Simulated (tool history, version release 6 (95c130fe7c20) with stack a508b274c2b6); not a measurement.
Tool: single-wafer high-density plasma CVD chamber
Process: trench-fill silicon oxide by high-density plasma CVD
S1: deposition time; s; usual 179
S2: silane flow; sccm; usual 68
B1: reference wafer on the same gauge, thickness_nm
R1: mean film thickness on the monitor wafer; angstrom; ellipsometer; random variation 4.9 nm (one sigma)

run,hour,S1,S2,B1,R1
1,0.0,179,68,1358.593,13496.28
2,76.9,179,68,1360.228,13490.90
3,150.1,179,68,1359.028,13552.11
4,252.1,179,68,1360.326,13647.33
5,306.8,179,68,1359.502,13686.16
6,396.6,179,68,1362.158,13580.44
7,476.9,179,68,1359.288,13661.70
8,531.4,179,68,1359.209,13547.94
9,620.8,179,68,1359.240,13714.07
10,705.1,179,68,1361.835,13547.78
11,799.8,179,59,1360.181,12701.90
12,870.7,179,59,1359.824,12594.40
13,955.0,179,59,1360.540,12639.10
14,998.4,187,68,1359.450,14306.40
15,1070.3,187,68,1360.257,14199.25
16,1332.7,179,68,1360.070,13543.24
17,1408.7,179,75,1360.206,14295.10
18,1482.8,179,68,1361.300,13555.39
19,1570.7,170,68,1359.898,12840.11
20,1637.1,179,68,1361.878,13547.99
# hour 1677.2: gauge calibrated
21,1730.1,148,74,1360.236,11763.27
# hour 1789.6: silane flow controller replaced
22,1790.1,190,59,1360.802,13201.17
23,1997.2,151,60,1359.377,10556.68
24,2097.0,187,68,1357.927,13977.28
25,2199.4,212,76,1359.702,16734.00
26,2251.5,152,68,1358.382,11328.53
27,2323.4,179,68,1361.283,13531.54
28,2381.8,213,58,1359.791,14831.92
29,2489.7,211,60,1359.817,14944.61
30,2593.0,179,71,1360.577,13650.54
31,2643.8,179,76,1360.255,14185.86
32,2747.0,164,76,1360.020,13049.50
33,2807.3,156,64,1358.801,11377.21
34,2855.6,198,64,1359.441,14452.64
35,2947.3,156,68,1359.467,11739.26

Forecast each of these 4 alternatives for the next run:
A,2947.7,179,68,?,?
B,2947.7,146,55,?,?
C,2947.7,148,80,?,?
D,2947.7,163,75,?,?

run,B1,R1
A,1360.856,13438.31
B,1360.856,9913.13
C,1360.856,12091.39
D,1360.856,12866.97
Without the tool's hidden state the same runs would have given:
run,R1
A,13161.95
B,9709.26
C,11842.72
D,12602.36
